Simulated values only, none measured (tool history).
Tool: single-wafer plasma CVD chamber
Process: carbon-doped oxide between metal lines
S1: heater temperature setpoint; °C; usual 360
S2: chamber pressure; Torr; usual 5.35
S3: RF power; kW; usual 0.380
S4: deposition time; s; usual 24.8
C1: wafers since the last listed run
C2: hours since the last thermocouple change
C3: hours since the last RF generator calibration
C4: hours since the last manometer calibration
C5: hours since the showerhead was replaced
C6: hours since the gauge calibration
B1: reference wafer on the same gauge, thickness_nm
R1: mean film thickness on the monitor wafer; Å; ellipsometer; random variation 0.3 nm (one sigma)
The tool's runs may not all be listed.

{"run": 1, "day": 0.0, "S1": 360, "S2": 5.35, "S3": 0.38, "S4": 24.8, "C1": 0, "C2": 109.9, "C3": 441.2, "C4": 47.4, "C5": 4144.1, "C6": 2765.4, "B1": 105.024, "R1": 1093.96}
{"day": 1.562, "done": "gauge calibrated"}
{"run": 2, "day": 1.779, "S1": 360, "S2": 5.35, "S3": 0.38, "S4": 24.8, "C1": 1059, "C2": 152.6, "C3": 483.9, "C4": 90.1, "C5": 4186.8, "C6": 5.2, "B1": 105.0, "R1": 1102.19}
{"run": 3, "day": 4.479, "S1": 360, "S2": 4.69, "S3": 0.38, "S4": 21.1, "C1": 1608, "C2": 217.4, "C3": 548.7, "C4": 154.9, "C5": 4251.6, "C6": 70.0, "B1": 104.984, "R1": 915.75}
{"run": 4, "day": 5.758, "S1": 360, "S2": 4.15, "S3": 0.445, "S4": 24.8, "C1": 762, "C2": 248.1, "C3": 579.4, "C4": 185.6, "C5": 4282.3, "C6": 100.7, "B1": 105.046, "R1": 1129.94}
{"day": 6.542, "done": "showerhead replaced"}
{"run": 5, "day": 11.167, "S1": 360, "S2": 5.86, "S3": 0.38, "S4": 24.8, "C1": 3023, "C2": 377.9, "C3": 709.2, "C4": 315.4, "C5": 111.0, "C6": 230.5, "B1": 105.028, "R1": 1108.67}
{"run": 6, "day": 14.058, "S1": 374, "S2": 4.08, "S3": 0.38, "S4": 24.8, "C1": 1722, "C2": 447.3, "C3": 778.6, "C4": 384.8, "C5": 180.4, "C6": 299.9, "B1": 104.907, "R1": 1014.02}
{"run": 7, "day": 15.092, "S1": 360, "S2": 5.35, "S3": 0.305, "S4": 24.8, "C1": 615, "C2": 472.1, "C3": 803.4, "C4": 409.6, "C5": 205.2, "C6": 324.7, "B1": 105.074, "R1": 993.81}
{"run": 8, "day": 16.858, "S1": 360, "S2": 5.86, "S3": 0.38, "S4": 24.8, "C1": 1052, "C2": 514.5, "C3": 845.8, "C4": 452.0, "C5": 247.6, "C6": 367.1, "B1": 105.029, "R1": 1114.32}
{"run": 9, "day": 18.483, "S1": 360, "S2": 4.81, "S3": 0.38, "S4": 24.8, "C1": 968, "C2": 553.5, "C3": 884.8, "C4": 491.0, "C5": 286.6, "C6": 406.1, "B1": 104.903, "R1": 1077.65}
{"day": 20.596, "done": "RF generator calibrated"}
{"run": 10, "day": 21.088, "S1": 371, "S2": 6.41, "S3": 0.425, "S4": 24.8, "C1": 1352, "C2": 616.0, "C3": 11.8, "C4": 553.5, "C5": 349.1, "C6": 468.6, "B1": 104.867, "R1": 1156.55}
{"run": 11, "day": 22.233, "S1": 360, "S2": 5.35, "S3": 0.36, "S4": 24.8, "C1": 682, "C2": 643.5, "C3": 39.3, "C4": 581.0, "C5": 376.6, "C6": 496.1, "B1": 105.011, "R1": 1072.81}
{"run": 12, "day": 24.171, "S1": 360, "S2": 5.35, "S3": 0.38, "S4": 26.1, "C1": 1154, "C2": 690.0, "C3": 85.8, "C4": 627.5, "C5": 423.1, "C6": 542.6, "B1": 104.989, "R1": 1155.47}
{"run": 13, "day": 26.342, "S1": 371, "S2": 6.23, "S3": 0.355, "S4": 27.3, "C1": 1293, "C2": 742.1, "C3": 137.9, "C4": 679.6, "C5": 475.2, "C6": 594.7, "B1": 104.997, "R1": 1161.33}
{"run": 14, "day": 28.75, "S1": 360, "S2": 5.77, "S3": 0.435, "S4": 23.0, "C1": 1434, "C2": 799.9, "C3": 195.7, "C4": 737.4, "C5": 533.0, "C6": 652.5, "B1": 105.025, "R1": 1100.56}
{"run": 15, "day": 30.171, "S1": 354, "S2": 5.35, "S3": 0.4, "S4": 28.6, "C1": 846, "C2": 834.0, "C3": 229.8, "C4": 771.5, "C5": 567.1, "C6": 686.6, "B1": 105.068, "R1": 1314.81}
{"run": 16, "day": 31.362, "S1": 349, "S2": 5.35, "S3": 0.43, "S4": 21.1, "C1": 709, "C2": 862.6, "C3": 258.4, "C4": 800.1, "C5": 595.7, "C6": 715.2, "B1": 104.967, "R1": 1026.41}
{"run": 17, "day": 34.162, "S1": 360, "S2": 6.23, "S3": 0.335, "S4": 24.8, "C1": 1667, "C2": 929.8, "C3": 325.6, "C4": 867.3, "C5": 662.9, "C6": 782.4, "B1": 104.998, "R1": 1064.9}
{"run": 18, "day": 37.138, "S1": 360, "S2": 5.35, "S3": 0.38, "S4": 24.8, "C1": 1772, "C2": 1001.2, "C3": 397.0, "C4": 938.7, "C5": 734.3, "C6": 853.8, "B1": 104.954, "R1": 1098.28}
{"run": 19, "day": 38.583, "S1": 347, "S2": 6.19, "S3": 0.38, "S4": 24.8, "C1": 861, "C2": 1035.9, "C3": 431.7, "C4": 973.4, "C5": 769.0, "C6": 888.5, "B1": 104.933, "R1": 1158.8}
{"run": 20, "day": 39.967, "S1": 360, "S2": 5.35, "S3": 0.38, "S4": 24.8, "C1": 824, "C2": 1069.1, "C3": 464.9, "C4": 1006.6, "C5": 802.2, "C6": 921.7, "B1": 105.056, "R1": 1098.47}
{"run": 21, "day": 41.917, "S1": 347, "S2": 5.35, "S3": 0.38, "S4": 24.8, "C1": 1161, "C2": 1115.9, "C3": 511.7, "C4": 1053.4, "C5": 849.0, "C6": 968.5, "B1": 104.954, "R1": 1136.02}
{"run": 22, "day": 43.533, "S1": 360, "S2": 5.35, "S3": 0.38, "S4": 24.8, "C1": 963, "C2": 1154.7, "C3": 550.5, "C4": 1092.2, "C5": 887.8, "C6": 1007.3, "B1": 104.981, "R1": 1104.45}
{"run": 23, "day": 44.804, "S1": 360, "S2": 4.38, "S3": 0.38, "S4": 24.8, "C1": 757, "C2": 1185.2, "C3": 581.0, "C4": 1122.7, "C5": 918.3, "C6": 1037.8, "B1": 105.034, "R1": 1063.3}
{"run": 24, "day": 46.279, "S1": 360, "S2": 5.35, "S3": 0.38, "S4": 24.8, "C1": 878, "C2": 1220.6, "C3": 616.4, "C4": 1158.1, "C5": 953.7, "C6": 1073.2, "B1": 105.04, "R1": 1108.78}
{"run": 25, "day": 48.596, "S1": 372, "S2": 4.07, "S3": 0.38, "S4": 23.3, "C1": 1380, "C2": 1276.2, "C3": 672.0, "C4": 1213.7, "C5": 1009.3, "C6": 1128.8, "B1": 104.986, "R1": 963.09}
{"run": 26, "day": 50.117, "S1": 352, "S2": 4.14, "S3": 0.425, "S4": 24.8, "C1": 905, "C2": 1312.7, "C3": 708.5, "C4": 1250.2, "C5": 1045.8, "C6": 1165.3, "B1": 105.018, "R1": 1132.8}
{"run": 27, "day": 51.621, "S1": 347, "S2": 4.95, "S3": 0.35, "S4": 20.6, "C1": 896, "C2": 1348.8, "C3": 744.6, "C4": 1286.3, "C5": 1081.9, "C6": 1201.4, "B1": 105.12, "R1": 901.11}

Forecast each of these 5 alternatives for the next run:
{"run": "A", "day": 51.638, "S1": 360, "S2": 5.35, "S3": 0.38, "S4": 24.8, "C1": 9, "C2": 1349.2, "C3": 745.0, "C4": 1286.7, "C5": 1082.3, "C6": 1201.8, "B1": "?", "R1": "?"}
{"run": "B", "day": 51.638, "S1": 348, "S2": 4.34, "S3": 0.415, "S4": 23.1, "C1": 9, "C2": 1349.2, "C3": 745.0, "C4": 1286.7, "C5": 1082.3, "C6": 1201.8, "B1": "?", "R1": "?"}
{"run": "C", "day": 51.638, "S1": 360, "S2": 6.39, "S3": 0.445, "S4": 24.8, "C1": 9, "C2": 1349.2, "C3": 745.0, "C4": 1286.7, "C5": 1082.3, "C6": 1201.8, "B1": "?", "R1": "?"}
{"run": "D", "day": 51.638, "S1": 370, "S2": 4.86, "S3": 0.405, "S4": 24.8, "C1": 9, "C2": 1349.2, "C3": 745.0, "C4": 1286.7, "C5": 1082.3, "C6": 1201.8, "B1": "?", "R1": "?"}
{"run": "E", "day": 51.638, "S1": 352, "S2": 5.35, "S3": 0.335, "S4": 24.8, "C1": 9, "C2": 1349.2, "C3": 745.0, "C4": 1286.7, "C5": 1082.3, "C6": 1201.8, "B1": "?", "R1": "?"}

run=A B1=105.010 R1=1102.33
run=B B1=105.010 R1=1061.04
run=C B1=105.010 R1=1217.61
run=D B1=105.010 R1=1090.81
run=E B1=105.010 R1=1059.06
Without the tool's hidden state the same runs would have given:
run=A R1=1094.60
run=B R1=1052.78
run=C R1=1209.07
run=D R1=1083.88
run=E R1=1051.46

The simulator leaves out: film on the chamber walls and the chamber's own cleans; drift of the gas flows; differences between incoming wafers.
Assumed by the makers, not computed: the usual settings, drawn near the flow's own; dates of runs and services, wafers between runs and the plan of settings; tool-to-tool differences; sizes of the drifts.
